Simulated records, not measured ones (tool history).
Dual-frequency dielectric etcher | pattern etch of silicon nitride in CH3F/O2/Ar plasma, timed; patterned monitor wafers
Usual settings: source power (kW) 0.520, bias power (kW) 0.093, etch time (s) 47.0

| run | hour | source power (kW) | bias power (kW) | etch time (s) | read-back reference wafer on the same gauge, depth_nm | mean etch depth across the wafer (Å) |
|---|---|---|---|---|---|---|
| 1 | 0.0 | 0.520 | 0.093 | 53.5 | 46.22 | 461.3 |
| 2 | 31.6 | 0.520 | 0.093 | 47.0 | 46.21 | 406.3 |
|  | 98.9 | wet clean of the chamber |
| 3 | 99.4 | 0.610 | 0.093 | 47.0 | 46.24 | 447.4 |
| 4 | 309.1 | 0.520 | 0.078 | 47.0 | 46.22 | 393.6 |
| 5 | 345.2 | 0.470 | 0.093 | 47.0 | 46.20 | 388.9 |
| 6 | 415.0 | 0.470 | 0.093 | 47.0 | 46.20 | 385.2 |
|  | 441.6 | source power generator calibrated |
| 7 | 473.6 | 0.470 | 0.093 | 47.0 | 46.19 | 396.0 |
| 8 | 526.4 | 0.630 | 0.080 | 33.5 | 46.25 | 313.2 |
| 9 | 561.7 | 0.450 | 0.093 | 56.5 | 46.17 | 459.9 |
| 10 | 607.3 | 0.520 | 0.093 | 47.0 | 46.11 | 411.1 |
|  | 637.5 | wet clean of the chamber |
| 11 | 643.0 | 0.470 | 0.093 | 36.0 | 46.24 | 306.5 |
| 12 | 703.3 | 0.480 | 0.093 | 52.5 | 46.19 | 448.0 |
|  | 746.4 | upper electrode replaced |
| 13 | 746.9 | 0.390 | 0.093 | 41.5 | 46.22 | 320.6 |
| 14 | 781.2 | 0.560 | 0.080 | 39.5 | 46.16 | 352.8 |
|  | 821.4 | gauge calibrated |
| 15 | 959.1 | 0.520 | 0.093 | 52.0 | 46.19 | 458.7 |
| 16 | 1024.3 | 0.630 | 0.107 | 52.0 | 46.16 | 524.2 |

Run 17 is up next; what results do you expect?
| 17 | 1082.6 | 0.520 | 0.075 | 47.0 | ? | ? |

{"run 17": {"read-back reference wafer on the same gauge, depth_nm": 46.15, "mean etch depth across the wafer (Å)": 392.5}}
The same run, on a tool lacking any hidden state, would have yielded mean etch depth across the wafer (Å) 399.7.
